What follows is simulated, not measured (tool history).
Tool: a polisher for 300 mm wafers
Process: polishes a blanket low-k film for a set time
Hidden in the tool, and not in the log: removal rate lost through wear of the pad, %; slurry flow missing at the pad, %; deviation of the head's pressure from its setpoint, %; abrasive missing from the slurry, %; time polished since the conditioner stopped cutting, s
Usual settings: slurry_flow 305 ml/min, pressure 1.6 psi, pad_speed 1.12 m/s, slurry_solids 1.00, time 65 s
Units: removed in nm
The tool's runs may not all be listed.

run,day,slurry_flow,pressure,pad_speed,slurry_solids,time,wafers since the last listed run,wafers polished on this pad,hours since the slurry nozzle was cleaned,hours since the head pressure was calibrated,hours since the slurry blender was calibrated,hours since the conditioning disc was replaced,"incoming thickness of the incoming film, nm",removed
1,0.000,220,1.6,1.12,1.00,65,0,1467,9.9,994.7,383.7,174.0,643.6,19.3
# day 0.304: slurry blender recalibrated
# day 0.850: worn pad replaced by a new one, of another model than before
2,0.871,305,1.6,1.12,1.00,65,145,4,30.8,1015.6,13.6,194.9,637.1,21.9
3,1.492,305,1.6,1.12,1.00,65,145,150,45.7,1030.5,28.5,209.8,642.9,21.7
4,2.129,305,1.6,0.84,0.85,65,149,299,61.0,1045.8,43.8,225.1,649.7,18.0
# day 2.671: conditioning disc replaced and pad reconditioned
5,3.562,305,1.6,0.84,0.85,65,316,615,95.4,1080.2,78.2,21.4,631.9,17.6
6,4.625,305,1.6,1.12,1.00,83,248,864,120.9,1105.7,103.7,46.9,649.5,26.8
7,5.188,305,1.6,1.12,1.00,65,131,995,134.4,1119.2,117.2,60.4,634.4,20.5
8,6.350,215,1.6,1.34,1.25,65,272,1267,162.3,1147.1,145.1,88.3,638.4,22.5
9,7.092,305,1.8,1.12,1.00,65,173,1441,180.1,1164.9,162.9,106.1,633.5,21.5
# day 7.396: worn pad replaced by a new one
10,8.392,305,1.6,1.12,1.00,65,265,232,211.3,1196.1,194.1,137.3,633.4,21.7
11,9.129,305,1.6,1.12,1.00,65,172,405,229.0,1213.8,211.8,155.0,640.5,21.7
12,10.612,305,1.6,1.26,1.20,65,347,752,264.6,1249.4,247.4,190.6,640.7,23.7
# day 11.658: conditioning disc replaced and pad reconditioned
13,11.679,305,1.6,1.38,1.20,47,230,982,290.2,1275.0,273.0,0.5,651.1,17.7
14,12.812,305,1.6,1.00,1.30,65,265,1248,317.4,1302.2,300.2,27.7,640.2,21.6
15,13.750,305,2.0,1.12,0.90,65,219,1467,339.9,1324.7,322.7,50.2,637.5,22.3
16,14.600,335,1.6,1.12,0.75,65,199,1666,360.3,1345.1,343.1,70.6,646.4,18.0
# day 15.092: worn pad replaced by a new one
17,15.425,365,1.3,0.98,0.85,65,154,77,380.1,1364.9,362.9,90.4,629.2,17.4
# day 16.162: head pressure recalibrated
18,16.196,400,1.6,1.12,1.00,65,160,238,398.6,0.8,381.4,108.9,645.2,22.5
# day 16.546: slurry nozzle cleaned
# day 17.038: slurry blender recalibrated
19,17.650,305,1.6,1.12,1.00,65,311,549,26.5,35.7,14.7,143.8,643.9,21.4
20,18.879,305,1.6,0.92,1.00,65,287,837,56.0,65.2,44.2,173.3,637.4,19.3
21,19.862,305,1.6,1.12,1.00,65,230,1067,79.6,88.8,67.8,196.9,633.9,20.6
22,21.033,335,1.8,1.50,1.00,43,274,1341,107.7,116.9,95.9,225.0,631.6,16.8
# day 22.133: conditioning disc replaced and pad reconditioned
23,22.500,305,1.6,1.32,0.80,65,323,1665,142.9,152.1,131.1,8.8,632.1,19.4
# day 23.067: worn pad replaced by a new one
24,23.671,345,1.6,0.88,1.00,65,235,141,171.0,180.2,159.2,36.9,648.0,19.9

5 ways to go on from here, each from the tool as it stands after run 24. What would each give?
A,23.688,305,1.9,1.12,1.00,65,3,145,171.4,180.6,159.6,37.3,640.8,?
B,23.688,390,1.6,0.88,0.90,72,3,145,171.4,180.6,159.6,37.3,640.8,?
C,23.688,305,1.1,0.88,1.00,65,3,145,171.4,180.6,159.6,37.3,640.8,?
D,23.688,245,1.6,1.12,1.00,65,3,145,171.4,180.6,159.6,37.3,640.8,?
E,23.688,335,1.6,1.12,1.10,65,3,145,171.4,180.6,159.6,37.3,640.8,?

run,removed
A,24.7
B,21.6
C,15.8
D,21.1
E,23.2
Without the tool's hidden state the same runs would have given:
run,removed
A,25.1
B,21.9
C,16.0
D,21.4
E,23.5
